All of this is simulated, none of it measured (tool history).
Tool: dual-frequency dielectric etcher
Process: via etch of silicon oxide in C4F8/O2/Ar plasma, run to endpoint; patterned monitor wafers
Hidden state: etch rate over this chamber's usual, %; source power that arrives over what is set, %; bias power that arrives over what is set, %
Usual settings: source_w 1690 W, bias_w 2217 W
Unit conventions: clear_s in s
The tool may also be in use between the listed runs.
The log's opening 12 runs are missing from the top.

run     day  source_w  bias_w  wafers since the last listed run  hours since the last wet clean  hours since the last source power generator calibration  hours since the last bias power generator calibration  hours since the last upper electrode change  incoming incoming film thickness, nm  clear_s
     29.108  -- upper electrode replaced
 13   29.75      1690    2217                               129                           123.1                                                   2850.7                                                 1472.9                                         15.4                                1142.4    235.9
 14  31.033      1580    2507                                86                           153.9                                                   2881.5                                                 1503.7                                         46.2                                1141.8    234.3
 15   33.05      1580    2507                               135                           202.3                                                   2929.9                                                 1552.1                                         94.6                                1150.5    236.6
 16   35.75      1690    2618                               182                           267.1                                                   2994.7                                                 1616.9                                        159.4                                1148.9    226.2
 17  37.529      1690    2618                               119                           309.8                                                   3037.4                                                 1659.6                                        202.1                                1156.3    227.5
 18  39.683      1690    2217                               145                           361.5                                                   3089.1                                                 1711.3                                        253.8                                  1140    234.8
     41.417  -- bias power generator calibrated
 19  42.392      1500    2676                               171                           426.5                                                   3154.1                                                   23.4                                        318.8                                1148.7    233.9
 20  45.008      1310    2217                               176                           489.3                                                   3216.9                                                   86.2                                        381.6                                1148.9      259
 21  46.862      1950    2712                               124                           533.8                                                   3261.4                                                  130.7                                        426.1                                1150.2    208.3
     49.571  -- source power generator calibrated
     50.567  -- wet clean of the chamber
 22  50.588      1990    1836                               172                             0.5                                                     24.4                                                  220.1                                        515.5                                1145.9    237.3
 23  51.946      1890    1855                                91                            33.1                                                       57                                                  252.7                                        548.1                                1164.9    243.9
 24  53.729      1690    1847                               120                            75.9                                                     99.8                                                  295.5                                        590.9                                1145.4    253.6
 25  56.383      1690    2217                               178                           139.6                                                    163.5                                                  359.2                                        654.6                                1144.1      238
 26  59.058      1690    2048                               180                           203.8                                                    227.7                                                  423.4                                        718.8                                1148.4    244.2
 27  61.579      1470    2738                               169                           264.3                                                    288.2                                                  483.9                                        779.3                                1151.1    233.5
 28  63.671      1690    2425                               141                           314.5                                                    338.4                                                  534.1                                        829.5                                1151.7    231.3
 29  66.354      1690    2217                               180                           378.9                                                    402.8                                                  598.5                                        893.9                                1144.5    235.4
 30  67.375      2010    2217                                68                           403.4                                                    427.3                                                    623                                        918.4                                1138.1    219.1
 31  68.808      1870    2422                                96                           437.8                                                    461.7                                                  657.4                                        952.8                                1142.1    218.9
 32  71.408      1920    1932                               175                           500.2                                                    524.1                                                  719.8                                       1015.2                                1137.8    231.3
 33  73.742      1970    2648                               157                           556.2                                                    580.1                                                  775.8                                       1071.2                                1158.4    208.4
     76.075  -- wet clean of the chamber
 34  76.096      1690    2217                                91                             0.5                                                    636.6                                                  832.3                                       1127.7                                1138.8    238.8

Forecast each of these 4 alternatives for the next run:
  A  76.117      1690    2217                                 1                               1                                                    637.1                                                  832.8                                       1128.2                                1145.2        ?
  B  76.117      1970    2217                                 1                               1                                                    637.1                                                  832.8                                       1128.2                                1145.2        ?
  C  76.117      1550    2729                                 1                               1                                                    637.1                                                  832.8                                       1128.2                                1145.2        ?
  D  76.117      1410    2510                                 1                               1                                                    637.1                                                  832.8                                       1128.2                                1145.2        ?

run  clear_s
  A    240.8
  B    225.9
  C    233.4
  D    249.5
Without the tool's hidden state the same runs would have given:
run  clear_s
  A      241
  B    226.1
  C    233.5
  D    249.6
